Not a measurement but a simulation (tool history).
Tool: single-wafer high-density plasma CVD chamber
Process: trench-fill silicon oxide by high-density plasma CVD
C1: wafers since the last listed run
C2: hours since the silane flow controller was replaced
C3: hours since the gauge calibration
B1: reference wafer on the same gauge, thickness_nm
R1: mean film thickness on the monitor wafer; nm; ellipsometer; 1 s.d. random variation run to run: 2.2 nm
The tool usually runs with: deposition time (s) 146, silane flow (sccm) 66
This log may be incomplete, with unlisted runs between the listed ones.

{"run": 1, "day": 0.0, "deposition time (s)": 155, "silane flow (sccm)": 66, "C1": 0, "C2": 1895.9, "C3": 371.2, "B1": 1155.874, "R1": 1085.243}
{"run": 2, "day": 9.008, "deposition time (s)": 146, "silane flow (sccm)": 71, "C1": 2486, "C2": 2112.1, "C3": 587.4, "B1": 1156.18, "R1": 1104.673}
{"run": 3, "day": 11.196, "deposition time (s)": 146, "silane flow (sccm)": 66, "C1": 603, "C2": 2164.6, "C3": 639.9, "B1": 1155.724, "R1": 1020.82}
{"run": 4, "day": 13.033, "deposition time (s)": 146, "silane flow (sccm)": 69, "C1": 507, "C2": 2208.7, "C3": 684.0, "B1": 1156.636, "R1": 1071.099}
{"run": 5, "day": 15.488, "deposition time (s)": 146, "silane flow (sccm)": 69, "C1": 677, "C2": 2267.6, "C3": 742.9, "B1": 1155.002, "R1": 1072.971}
{"run": 6, "day": 18.588, "deposition time (s)": 146, "silane flow (sccm)": 69, "C1": 855, "C2": 2342.0, "C3": 817.3, "B1": 1155.461, "R1": 1071.861}
{"run": 7, "day": 22.075, "deposition time (s)": 146, "silane flow (sccm)": 66, "C1": 962, "C2": 2425.7, "C3": 901.0, "B1": 1155.768, "R1": 1027.724}
{"run": 8, "day": 24.367, "deposition time (s)": 146, "silane flow (sccm)": 66, "C1": 632, "C2": 2480.7, "C3": 956.0, "B1": 1156.568, "R1": 1024.284}
{"run": 9, "day": 26.379, "deposition time (s)": 146, "silane flow (sccm)": 66, "C1": 555, "C2": 2529.0, "C3": 1004.3, "B1": 1155.377, "R1": 1026.112}
{"run": 10, "day": 28.396, "deposition time (s)": 126, "silane flow (sccm)": 54, "C1": 556, "C2": 2577.4, "C3": 1052.7, "B1": 1156.843, "R1": 724.795}
{"run": 11, "day": 32.025, "deposition time (s)": 146, "silane flow (sccm)": 66, "C1": 1001, "C2": 2664.5, "C3": 1139.8, "B1": 1155.985, "R1": 1032.238}
{"day": 36.429, "done": "silane flow controller replaced"}
{"run": 12, "day": 36.45, "deposition time (s)": 134, "silane flow (sccm)": 72, "C1": 1129, "C2": 0.5, "C3": 1246.0, "B1": 1155.747, "R1": 979.734}
{"day": 38.95, "done": "gauge calibrated"}
{"run": 13, "day": 39.767, "deposition time (s)": 168, "silane flow (sccm)": 72, "C1": 915, "C2": 80.1, "C3": 19.6, "B1": 1155.422, "R1": 1236.281}
{"run": 14, "day": 42.275, "deposition time (s)": 146, "silane flow (sccm)": 58, "C1": 692, "C2": 140.3, "C3": 79.8, "B1": 1156.348, "R1": 867.742}
{"run": 15, "day": 46.467, "deposition time (s)": 156, "silane flow (sccm)": 74, "C1": 1157, "C2": 240.9, "C3": 180.4, "B1": 1156.28, "R1": 1181.615}
{"run": 16, "day": 50.096, "deposition time (s)": 146, "silane flow (sccm)": 66, "C1": 1001, "C2": 328.0, "C3": 267.5, "B1": 1154.835, "R1": 993.301}
{"run": 17, "day": 52.542, "deposition time (s)": 125, "silane flow (sccm)": 58, "C1": 675, "C2": 386.7, "C3": 326.2, "B1": 1155.947, "R1": 746.97}
{"run": 18, "day": 55.7, "deposition time (s)": 128, "silane flow (sccm)": 66, "C1": 871, "C2": 462.5, "C3": 402.0, "B1": 1156.18, "R1": 878.266}
{"run": 19, "day": 59.488, "deposition time (s)": 133, "silane flow (sccm)": 77, "C1": 1045, "C2": 553.4, "C3": 492.9, "B1": 1154.689, "R1": 1062.076}

Here are 3 independent what-if runs from the current tool condition. What would each one return?
{"run": "A", "day": 59.504, "deposition time (s)": 146, "silane flow (sccm)": 66, "C1": 4, "C2": 553.8, "C3": 493.3, "B1": "?", "R1": "?"}
{"run": "B", "day": 59.504, "deposition time (s)": 146, "silane flow (sccm)": 62, "C1": 4, "C2": 553.8, "C3": 493.3, "B1": "?", "R1": "?"}
{"run": "C", "day": 59.504, "deposition time (s)": 159, "silane flow (sccm)": 77, "C1": 4, "C2": 553.8, "C3": 493.3, "B1": "?", "R1": "?"}

run=A B1=1155.267 R1=998.457
run=B B1=1155.267 R1=937.945
run=C B1=1155.267 R1=1268.588
With no hidden state in the tool, these same runs would have given:
run=A R1=974.957
run=B R1=915.869
run=C R1=1238.730

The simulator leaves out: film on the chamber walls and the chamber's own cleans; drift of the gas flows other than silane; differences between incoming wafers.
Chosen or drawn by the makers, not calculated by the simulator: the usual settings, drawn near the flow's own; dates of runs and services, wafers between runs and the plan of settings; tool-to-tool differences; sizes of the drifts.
